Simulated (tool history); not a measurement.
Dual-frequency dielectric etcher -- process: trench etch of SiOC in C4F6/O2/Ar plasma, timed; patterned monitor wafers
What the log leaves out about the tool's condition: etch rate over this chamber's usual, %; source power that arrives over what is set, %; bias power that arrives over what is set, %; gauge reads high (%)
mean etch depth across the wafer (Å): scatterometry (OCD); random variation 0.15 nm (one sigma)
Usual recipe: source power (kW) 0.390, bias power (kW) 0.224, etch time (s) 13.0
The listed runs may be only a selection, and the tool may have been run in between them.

run,hour,source power (kW),bias power (kW),etch time (s),wafers since the last listed run,hours since the last wet clean,hours since the last source power generator calibration,hours since the last bias power generator calibration,hours since the last upper electrode change,hours since the gauge calibration,"read-back reference wafer on the same gauge, depth_nm",mean etch depth across the wafer (Å)
1,0.0,0.390,0.224,13.0,0,263.8,1669.4,3786.6,1693.1,479.9,29.60,249.6
2,19.6,0.390,0.224,13.0,362,283.4,1689.0,3806.2,1712.7,499.5,29.59,246.3
3,42.1,0.440,0.224,13.0,415,305.9,1711.5,3828.7,1735.2,522.0,29.61,259.2
4,68.5,0.440,0.224,13.0,487,332.3,1737.9,3855.1,1761.6,548.4,29.56,260.6
5,91.7,0.440,0.224,13.0,428,355.5,1761.1,3878.3,1784.8,571.6,29.58,259.9
6,181.5,0.390,0.224,13.0,1658,445.3,1850.9,3968.1,1874.6,661.4,29.50,245.7
7,197.0,0.390,0.224,13.0,286,460.8,1866.4,3983.6,1890.1,676.9,29.44,247.2
8,223.7,0.390,0.224,13.0,493,487.5,1893.1,4010.3,1916.8,703.6,29.51,248.4
9,236.0,0.390,0.224,14.0,227,499.8,1905.4,4022.6,1929.1,715.9,29.49,265.7
# hour 282.8: upper electrode replaced
10,283.3,0.390,0.224,13.0,430,547.1,1952.7,4069.9,0.5,763.2,29.50,248.9
11,291.4,0.390,0.251,16.0,149,555.2,1960.8,4078.0,8.6,771.3,29.42,320.6
12,314.7,0.390,0.267,15.5,430,578.5,1984.1,4101.3,31.9,794.6,29.45,322.2
13,337.6,0.390,0.224,11.5,423,601.4,2007.0,4124.2,54.8,817.5,29.44,219.6
# hour 367.2: wet clean of the chamber
14,367.7,0.460,0.187,10.0,112,0.5,2037.1,4154.3,84.9,847.6,29.41,185.4
15,372.1,0.390,0.224,13.0,81,4.9,2041.5,4158.7,89.3,852.0,29.42,245.8
16,404.8,0.450,0.204,16.0,604,37.6,2074.2,4191.4,122.0,884.7,29.48,307.8
17,437.1,0.350,0.192,17.0,596,69.9,2106.5,4223.7,154.3,917.0,29.37,288.0
18,451.2,0.390,0.224,16.5,260,84.0,2120.6,4237.8,168.4,931.1,29.37,311.8
# hour 479.4: gauge calibrated
# hour 487.4: bias power generator calibrated
19,487.9,0.480,0.241,11.0,604,120.7,2157.3,0.5,205.1,8.5,30.64,245.4
20,515.1,0.420,0.267,9.5,502,147.9,2184.5,27.7,232.3,35.7,30.59,209.6
21,548.3,0.350,0.240,10.0,613,181.1,2217.7,60.9,265.5,68.9,30.50,197.3
# hour 585.0: source power generator calibrated
22,585.5,0.490,0.252,10.5,613,218.3,0.5,98.1,302.7,106.1,30.35,240.0
23,616.6,0.300,0.273,11.0,574,249.4,31.6,129.2,333.8,137.2,30.33,211.9
24,638.0,0.310,0.273,15.5,395,270.8,53.0,150.6,355.2,158.6,30.30,304.6
25,654.3,0.460,0.245,12.0,301,287.1,69.3,166.9,371.5,174.9,30.20,261.9
26,682.0,0.390,0.224,13.0,511,314.8,97.0,194.6,399.2,202.6,30.10,251.3
27,713.1,0.390,0.224,13.0,574,345.9,128.1,225.7,430.3,233.7,30.05,253.3
28,746.3,0.390,0.240,9.5,613,379.1,161.3,258.9,463.5,266.9,30.01,189.9
29,773.8,0.390,0.224,13.0,507,406.6,188.8,286.4,491.0,294.4,29.93,252.5
30,807.6,0.390,0.224,13.0,624,440.4,222.6,320.2,524.8,328.2,29.93,251.9
31,840.5,0.300,0.196,10.5,607,473.3,255.5,353.1,557.7,361.1,29.88,170.1

Alternative continuations, all from the tool just after run 31; predict every row:
A,840.9,0.390,0.224,13.0,7,473.7,255.9,353.5,558.1,361.5,?,?
B,840.9,0.420,0.172,13.0,7,473.7,255.9,353.5,558.1,361.5,?,?
C,840.9,0.430,0.224,14.5,7,473.7,255.9,353.5,558.1,361.5,?,?

run,"read-back reference wafer on the same gauge, depth_nm",mean etch depth across the wafer (Å)
A,29.98,249.2
B,29.98,225.3
C,29.98,289.4
Without the tool's hidden state the same runs would have given:
run,mean etch depth across the wafer (Å)
A,255.1
B,230.6
C,296.2
